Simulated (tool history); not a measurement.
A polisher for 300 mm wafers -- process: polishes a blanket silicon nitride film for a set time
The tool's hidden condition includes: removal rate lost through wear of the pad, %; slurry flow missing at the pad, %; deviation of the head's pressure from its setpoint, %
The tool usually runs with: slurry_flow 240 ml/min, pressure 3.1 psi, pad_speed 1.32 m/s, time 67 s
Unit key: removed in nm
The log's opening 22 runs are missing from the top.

run     day  slurry_flow  pressure  pad_speed  time  wafers since the last listed run  wafers polished on this pad  hours since the slurry nozzle was cleaned  hours since the head pressure was calibrated  incoming thickness of the incoming film, nm  removed
 23  14.771          240       3.1       1.10    67                               149                         1045                                      134.0                                         879.0                                        399.7     87.8
 24  15.288          185       3.1       1.32    67                               140                         1186                                      146.4                                         891.4                                        396.0     97.5
 25  15.879          240       3.1       1.66    67                               161                         1347                                      160.6                                         905.6                                        395.3    119.5
     16.325  -- head pressure recalibrated
     16.438  -- worn pad replaced by a new one
 26  16.458          240       3.1       1.32    67                               104                            5                                      174.5                                           3.2                                        399.0    104.8
 27  16.942          195       2.3       1.08    67                               131                          137                                      186.1                                          14.8                                        406.2     68.6
 28  17.233          315       3.1       1.32    73                                79                          216                                      193.1                                          21.8                                        397.2    115.4
 29  17.879          185       3.1       1.32    67                               176                          392                                      208.6                                          37.3                                        407.3     99.5
 30  19.162          265       2.4       1.58    67                               349                          742                                      239.4                                          68.1                                        401.6     99.2
 31  20.667          165       2.8       1.62    67                               410                         1152                                      275.5                                         104.2                                        397.9    103.9
 32  21.188          240       3.8       1.58    87                               141                         1294                                      288.0                                         116.7                                        394.5    177.9
     21.758  -- worn pad replaced by a new one
 33  21.929          170       2.2       1.70    67                               156                           46                                      305.8                                         134.5                                        395.8     94.6
 34  22.392          240       3.1       1.32    67                               126                          172                                      316.9                                         145.6                                        395.3    104.4
 35  22.700          315       3.1       1.56    67                                84                          256                                      324.3                                         153.0                                        397.7    123.0
 36  23.412          240       3.1       1.32    79                               194                          450                                      341.4                                         170.1                                        397.5    122.0
 37  24.112          240       3.1       1.32    67                               190                          641                                      358.2                                         186.9                                        399.1    103.4
 38  24.458          170       2.7       1.18    80                                94                          735                                      366.5                                         195.2                                        405.1     95.8

Consider 3 possible next runs. They are alternatives, not a sequence: every one starts from the tool as it was left by run 38. What does each give?
  A  24.475          240       3.1       1.32    67                                 4                          740                                      366.9                                         195.6                                        402.2        ?
  B  24.475          270       3.1       1.64    74                                 4                          740                                      366.9                                         195.6                                        402.2        ?
  C  24.475          240       2.3       1.32    49                                 4                          740                                      366.9                                         195.6                                        402.2        ?

run  removed
  A    103.2
  B    137.4
  C     60.5
Without the tool's hidden state the same runs would have given:
run  removed
  A    104.4
  B    139.0
  C     61.2

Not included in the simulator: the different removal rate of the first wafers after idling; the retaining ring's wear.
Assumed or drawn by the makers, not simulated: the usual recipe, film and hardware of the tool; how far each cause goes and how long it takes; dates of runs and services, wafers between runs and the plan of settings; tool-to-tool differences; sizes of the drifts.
